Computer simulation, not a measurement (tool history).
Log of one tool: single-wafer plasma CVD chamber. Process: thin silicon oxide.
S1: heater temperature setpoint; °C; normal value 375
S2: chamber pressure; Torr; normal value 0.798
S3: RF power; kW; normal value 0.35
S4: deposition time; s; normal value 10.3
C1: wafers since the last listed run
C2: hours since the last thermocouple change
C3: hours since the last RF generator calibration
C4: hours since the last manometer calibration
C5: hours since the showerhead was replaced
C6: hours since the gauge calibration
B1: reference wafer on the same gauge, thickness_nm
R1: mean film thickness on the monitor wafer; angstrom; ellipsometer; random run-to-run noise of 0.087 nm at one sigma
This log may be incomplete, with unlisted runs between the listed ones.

run	hour	S1	S2	S3	S4	C1	C2	C3	C4	C5	C6	B1	R1
1	0	375	0.798	0.35	10.3	0	1612.5	1172.8	2293.3	7491.6	52.5	19.983	208.1
2	14.9	375	0.798	0.35	10.3	483	1627.4	1187.7	2308.2	7506.5	67.4	20	207.56
3	42.3	368	0.798	0.35	10.3	888	1654.8	1215.1	2335.6	7533.9	94.8	20.001	209.03
# hour 73.4: capacitance manometer re-zeroed and calibrated
4	141.2	375	0.798	0.35	11.7	2947	1753.7	1314	67.8	7632.8	193.7	19.997	236.17
5	163.2	375	0.798	0.35	11.7	713	1775.7	1336	89.8	7654.8	215.7	20.021	235.23
6	181	375	0.798	0.35	10.3	577	1793.5	1353.8	107.6	7672.6	233.5	19.988	207.86
7	203.1	375	0.798	0.35	10.3	716	1815.6	1375.9	129.7	7694.7	255.6	19.991	206.13
8	233.2	380	0.798	0.28	12.3	975	1845.7	1406	159.8	7724.8	285.7	20.041	221.68
# hour 251.6: showerhead replaced
9	258.2	382	0.669	0.39	10.3	551	1870.7	1431	184.8	6.6	310.7	20.007	182.53
10	271.5	375	0.798	0.35	10.3	431	1884	1444.3	198.1	19.9	324	19.981	206.81
# hour 294.5: thermocouple changed; heater temperature recalibrated
11	295	383	0.917	0.35	9.3	502	0.5	1467.8	221.6	43.4	347.5	20.036	209.41
12	315	364	0.798	0.35	10.3	648	20.5	1487.8	241.6	63.4	367.5	20.005	208.02
13	333.3	375	0.798	0.35	10.3	593	38.8	1506.1	259.9	81.7	385.8	19.978	208.07
14	346.6	375	0.798	0.35	10.3	431	52.1	1519.4	273.2	95	399.1	19.989	206.99
15	369.8	375	0.654	0.415	10.3	752	75.3	1542.6	296.4	118.2	422.3	20.015	185.6
16	400.9	364	0.975	0.39	10.8	1008	106.4	1573.7	327.5	149.3	453.4	20.003	269.23
17	424.8	384	0.952	0.375	9.2	774	130.3	1597.6	351.4	173.2	477.3	20.001	220.36
18	453	360	0.881	0.35	8.7	914	158.5	1625.8	379.6	201.4	505.5	20.006	193.24
19	468.9	383	0.798	0.305	8.3	515	174.4	1641.7	395.5	217.3	521.4	20.003	154.59
# hour 477.5: RF generator calibrated
20	486.3	390	0.876	0.33	8.7	304	191.8	8.8	412.9	234.7	538.8	20.044	182.58
21	511.6	363	0.935	0.28	10.3	820	217.1	34.1	438.2	260	564.1	19.979	213.32
22	527.8	375	0.657	0.31	10.3	525	233.3	50.3	454.4	276.2	580.3	20.007	163.29
23	612.5	375	0.915	0.35	10.3	2746	318	135	539.1	360.9	665	19.951	233.06
24	634.1	375	0.798	0.37	10.3	700	339.6	156.6	560.7	382.5	686.6	19.989	214
# hour 658.2: gauge calibrated
25	658.4	382	0.985	0.39	9.2	787	363.9	180.9	585	406.8	0.2	19.979	228.6
26	678.7	380	0.798	0.325	10.3	658	384.2	201.2	605.3	427.1	20.5	20.022	199.39
27	697.5	375	0.654	0.415	10.3	609	403	220	624.1	445.9	39.3	20.017	184.32
28	718.4	375	0.658	0.35	10.3	677	423.9	240.9	645	466.8	60.2	19.984	172.9
29	746.7	383	0.985	0.325	11.6	917	452.2	269.2	673.3	495.1	88.5	20.015	268.42

Across each entry between runs, compare the hidden state at the last listed run before it with the hidden state at the first listed run after it:
Logged between run 3 and run 4: capacitance manometer re-zeroed and calibrated (hour 73.4)
  both runs share identical hidden conditions
Logged between run 8 and run 9: showerhead replaced (hour 251.6)
  both runs share identical hidden conditions
Logged between run 10 and run 11: thermocouple changed; heater temperature recalibrated (hour 294.5)
  both runs share identical hidden conditions
Logged between run 19 and run 20: RF generator calibrated (hour 477.5)
  both runs share identical hidden conditions
Logged between run 24 and run 25: gauge calibrated (hour 658.2)
  both runs share identical hidden conditions
